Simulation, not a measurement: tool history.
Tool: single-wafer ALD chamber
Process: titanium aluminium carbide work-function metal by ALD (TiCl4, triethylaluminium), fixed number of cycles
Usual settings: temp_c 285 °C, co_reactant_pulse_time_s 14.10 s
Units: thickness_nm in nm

| run | hour | temp_c | co_reactant_pulse_time_s | wafers since the last listed run | hours since the last thermocouple change | hours since the last triethylaluminium bottle change | hours since the showerhead was replaced | hours since the gauge calibration | read-back reference wafer on the same gauge, thickness_nm | thickness_nm |
|---|---|---|---|---|---|---|---|---|---|---|
| 1 | 0.0 | 276 | 14.10 | 0 | 2292.9 | 678.6 | 2304.1 | 620.8 | 1.586 | 1.712 |
| 2 | 69.7 | 276 | 14.10 | 956 | 2362.6 | 748.3 | 2373.8 | 690.5 | 1.585 | 1.691 |
| 3 | 99.9 | 285 | 11.74 | 414 | 2392.8 | 778.5 | 2404.0 | 720.7 | 1.585 | 1.744 |
| 4 | 144.3 | 285 | 11.74 | 609 | 2437.2 | 822.9 | 2448.4 | 765.1 | 1.581 | 1.758 |
| 5 | 169.5 | 280 | 14.10 | 345 | 2462.4 | 848.1 | 2473.6 | 790.3 | 1.579 | 1.748 |
| 6 | 232.6 | 280 | 14.10 | 865 | 2525.5 | 911.2 | 2536.7 | 853.4 | 1.579 | 1.715 |
| 7 | 278.4 | 285 | 14.10 | 628 | 2571.3 | 957.0 | 2582.5 | 899.2 | 1.574 | 1.757 |
| 8 | 310.5 | 285 | 14.10 | 440 | 2603.4 | 989.1 | 2614.6 | 931.3 | 1.573 | 1.760 |
| 9 | 366.4 | 285 | 14.10 | 766 | 2659.3 | 1045.0 | 2670.5 | 987.2 | 1.570 | 1.773 |
| 10 | 417.1 | 274 | 14.10 | 695 | 2710.0 | 1095.7 | 2721.2 | 1037.9 | 1.568 | 1.664 |
| 11 | 446.9 | 274 | 14.10 | 408 | 2739.8 | 1125.5 | 2751.0 | 1067.7 | 1.566 | 1.655 |
| 12 | 507.1 | 285 | 14.10 | 825 | 2800.0 | 1185.7 | 2811.2 | 1127.9 | 1.562 | 1.753 |
|  | 545.7 | gauge calibrated |
| 13 | 547.8 | 285 | 14.10 | 558 | 2840.7 | 1226.4 | 2851.9 | 2.1 | 1.607 | 1.810 |
| 14 | 596.9 | 285 | 14.10 | 673 | 2889.8 | 1275.5 | 2901.0 | 51.2 | 1.604 | 1.803 |
| 15 | 640.9 | 285 | 14.10 | 603 | 2933.8 | 1319.5 | 2945.0 | 95.2 | 1.607 | 1.805 |
| 16 | 702.0 | 285 | 14.10 | 838 | 2994.9 | 1380.6 | 3006.1 | 156.3 | 1.604 | 1.793 |
| 17 | 728.9 | 285 | 14.10 | 369 | 3021.8 | 1407.5 | 3033.0 | 183.2 | 1.603 | 1.796 |
|  | 760.1 | showerhead replaced |
|  | 765.0 | thermocouple changed; heater temperature recalibrated |
| 18 | 775.0 | 299 | 8.64 | 455 | 10.0 | 1453.6 | 14.9 | 229.3 | 1.603 | 1.816 |
| 19 | 814.4 | 285 | 18.62 | 540 | 49.4 | 1493.0 | 54.3 | 268.7 | 1.601 | 1.815 |
| 20 | 847.8 | 280 | 14.10 | 458 | 82.8 | 1526.4 | 87.7 | 302.1 | 1.603 | 1.762 |
|  | 859.8 | triethylaluminium bottle replaced |
| 21 | 896.7 | 272 | 10.23 | 561 | 131.7 | 36.9 | 136.6 | 351.0 | 1.600 | 1.624 |
| 22 | 954.9 | 285 | 14.10 | 798 | 189.9 | 95.1 | 194.8 | 409.2 | 1.602 | 1.807 |
| 23 | 1003.9 | 277 | 11.55 | 672 | 238.9 | 144.1 | 243.8 | 458.2 | 1.598 | 1.696 |
| 24 | 1041.1 | 279 | 18.46 | 510 | 276.1 | 181.3 | 281.0 | 495.4 | 1.597 | 1.748 |
| 25 | 1070.8 | 285 | 14.10 | 407 | 305.8 | 211.0 | 310.7 | 525.1 | 1.597 | 1.790 |
| 26 | 1118.4 | 280 | 16.42 | 652 | 353.4 | 258.6 | 358.3 | 572.7 | 1.594 | 1.756 |
| 27 | 1170.6 | 294 | 14.10 | 716 | 405.6 | 310.8 | 410.5 | 624.9 | 1.595 | 1.868 |
| 28 | 1238.1 | 279 | 14.10 | 925 | 473.1 | 378.3 | 478.0 | 692.4 | 1.591 | 1.744 |
| 29 | 1273.7 | 276 | 14.10 | 488 | 508.7 | 413.9 | 513.6 | 728.0 | 1.590 | 1.683 |
| 30 | 1302.8 | 285 | 12.24 | 399 | 537.8 | 443.0 | 542.7 | 757.1 | 1.588 | 1.769 |
| 31 | 1329.3 | 280 | 14.10 | 363 | 564.3 | 469.5 | 569.2 | 783.6 | 1.587 | 1.728 |
| 32 | 1378.8 | 297 | 19.70 | 679 | 613.8 | 519.0 | 618.7 | 833.1 | 1.585 | 1.910 |
| 33 | 1434.0 | 285 | 14.10 | 757 | 669.0 | 574.2 | 673.9 | 888.3 | 1.580 | 1.778 |

Forecast each of these 4 alternatives for the next run:
| A | 1434.4 | 275 | 14.10 | 5 | 669.4 | 574.6 | 674.3 | 888.7 | ? | ? |
| B | 1434.4 | 275 | 17.22 | 5 | 669.4 | 574.6 | 674.3 | 888.7 | ? | ? |
| C | 1434.4 | 295 | 10.74 | 5 | 669.4 | 574.6 | 674.3 | 888.7 | ? | ? |
| D | 1434.4 | 279 | 18.60 | 5 | 669.4 | 574.6 | 674.3 | 888.7 | ? | ? |

| run | read-back reference wafer on the same gauge, thickness_nm | thickness_nm |
|---|---|---|
| A | 1.581 | 1.691 |
| B | 1.581 | 1.701 |
| C | 1.581 | 1.836 |
| D | 1.581 | 1.739 |
Without the tool's hidden state the same runs would have given:
| run | thickness_nm |
|---|---|
| A | 1.711 |
| B | 1.720 |
| C | 1.857 |
| D | 1.759 |
